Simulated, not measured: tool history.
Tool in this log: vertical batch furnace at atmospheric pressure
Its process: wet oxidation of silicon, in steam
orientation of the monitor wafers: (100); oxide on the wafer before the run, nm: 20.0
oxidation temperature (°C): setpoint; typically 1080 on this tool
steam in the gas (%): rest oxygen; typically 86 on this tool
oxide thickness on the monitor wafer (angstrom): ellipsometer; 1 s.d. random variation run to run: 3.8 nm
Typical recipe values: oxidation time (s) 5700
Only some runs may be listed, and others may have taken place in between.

run	hour	oxidation temperature (°C)	oxidation time (s)	steam in the gas (%)	read-back reference wafer on the same gauge, thickness	oxide thickness on the monitor wafer (angstrom)
1	0	1080	4590	89	739.66	6320.4
2	85.4	1080	4590	89	738.75	6312.6
3	124	1067	5700	86	737.33	6564.4
4	156.2	1067	5700	86	737.31	6567.4
5	182.5	1071	5700	86	737.89	6707
6	251.7	1071	5700	86	737.19	6708.4
7	283.4	1071	5700	86	738.97	6696.6
8	317.2	1087	5700	81	737.27	6896.4
9	374.3	1080	5700	86	738.2	6994.4
# hour 402.9: gauge calibrated
10	415	1080	4350	78	737.26	5620.9
11	468	1080	4350	78	738.32	5621.2
12	523.7	1080	7350	86	738.29	7976.7
13	557.8	1080	7350	86	738.53	8008.7
# hour 635.4: steam generator serviced
14	746.9	1080	7350	86	737.32	8401.3
15	798.6	1080	7920	86	737.28	8715.2
16	857.5	1085	5700	77	738.69	7006.5
17	882.3	1062	7950	78	738.25	7777.1
18	951.7	1080	5700	86	735.81	7178.9
19	988.5	1080	5700	86	738.49	7271.5
20	1037.6	1098	3510	97	737.55	6285.8
21	1071.2	1073	8550	93	738.78	9307.4
22	1108.8	1090	2970	77	739	4967.3
23	1142.8	1080	7230	95	737.74	8736
24	1168.5	1063	5700	86	737.81	6734.7
25	1211.9	1080	5700	86	736.83	7239
26	1262	1103	8340	81	738.87	9323.7
27	1289.1	1104	5700	93	737.63	8228.3
28	1348.8	1056	5700	94	738.08	6852.6
29	1377.4	1071	5700	86	738.37	6936.9
30	1405.9	1080	5700	77	739.32	6803.6
# hour 1431: thermocouples replaced and temperature profile calibrated
31	1464	1061	5700	80	736.68	6374.1
32	1523.9	1101	7680	86	736.78	9095.5
# hour 1536.9: gauge calibrated
33	1583.9	1080	4080	80	737.18	5726.6
34	1651.4	1104	8520	81	738.76	9474.3
35	1711.5	1080	5700	86	738.91	7182
36	1764.6	1080	5700	86	737.41	7220.6
37	1791.1	1098	4830	75	737.85	6470.1
38	1953.8	1080	7020	86	737.32	8057

A few steps of oxide thickness on the monitor wafer (angstrom) between consecutive runs. Split each: what settings, incoming material and random variation would produce without the hidden state, and what is left over for the hidden state, along with gauge scatter present in only one of the two compared results (measured, and without hidden state):
Hidden state at play: true tube temperature minus thermocouple reading, K; steam share off its setpoint, % of the setpoint; gauge reads high (%).
Run 9 -> 10: oxidation time (s) 5700 -> 4350, steam in the gas (%) 86 -> 78, gauge calibrated. oxide thickness on the monitor wafer (angstrom) -1373.5: hidden state +63.8, all else -1437.3.
Run 11 -> 12: oxidation time (s) 4350 -> 7350, steam in the gas (%) 78 -> 86. oxide thickness on the monitor wafer (angstrom) +2355.5: hidden state -125.8, all else +2481.3.
Run 13 -> 14: steam generator serviced. oxide thickness on the monitor wafer (angstrom) +392.6: hidden state +427.4, all else -34.8.
Run 21 -> 22: oxidation temperature (°C) 1073 -> 1090, oxidation time (s) 8550 -> 2970, steam in the gas (%) 93 -> 77. oxide thickness on the monitor wafer (angstrom) -4340.1: hidden state +26.3, all else -4366.4.
Run 22 -> 23: oxidation temperature (°C) 1090 -> 1080, oxidation time (s) 2970 -> 7230, steam in the gas (%) 77 -> 95. oxide thickness on the monitor wafer (angstrom) +3768.7: hidden state -31.1, all else +3799.8.
Run 33 -> 34: oxidation temperature (°C) 1080 -> 1104, oxidation time (s) 4080 -> 8520, steam in the gas (%) 80 -> 81. oxide thickness on the monitor wafer (angstrom) +3747.7: hidden state -57.4, all else +3805.1.
